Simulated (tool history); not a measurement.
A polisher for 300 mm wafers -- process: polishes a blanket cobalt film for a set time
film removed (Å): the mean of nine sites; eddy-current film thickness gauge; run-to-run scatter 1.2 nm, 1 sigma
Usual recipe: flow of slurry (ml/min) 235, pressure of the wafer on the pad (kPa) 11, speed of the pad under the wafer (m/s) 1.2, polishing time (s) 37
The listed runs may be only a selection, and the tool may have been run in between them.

run,hour,flow of slurry (ml/min),pressure of the wafer on the pad (kPa),speed of the pad under the wafer (m/s),polishing time (s),"incoming thickness of the incoming film, nm",film removed (Å)
1,0,235,11,1.2,37,896.4,1533
2,8.6,235,11,1.2,37,905.5,1508
3,19.4,235,11,1.2,37,876.2,1518
4,32.2,235,11,1.2,37,907.1,1499
5,42.6,235,11,1.2,37,890.7,1489
6,48.7,235,11,1.2,37,878.3,1471
7,58.2,235,11,1.2,37,899.1,1447
# hour 66.9: head pressure recalibrated
# hour 71.5: slurry nozzle cleaned
8,75.1,235,9,1.4,42,876.6,1439
# hour 84.6: worn pad replaced by a new one
9,90.3,235,11,1.46,27,877.8,1311
10,107.7,195,8.3,0.88,42,893.5,1044
11,122,235,11,1.2,37,886.3,1539
12,131.3,235,11,1.5,37,905.2,1813
13,145.7,235,9,0.8,37,881.6,939
14,157.7,310,11,1.2,37,895.4,1524
15,169.6,235,11,1.5,37,894.1,1724

What if the next run were any one of these 3? Each begins from the tool's condition after run 15:
A,170,235,11,1.2,37,897,?
B,170,195,9,1.2,30,897,?
C,170,235,13.1,1.2,37,897,?

run,film removed (Å)
A,1450
B,931
C,1722
Take away the tool's hidden state, keep each run's random variation, and the runs would have read:
run,film removed (Å)
A,1552
B,996
C,1843
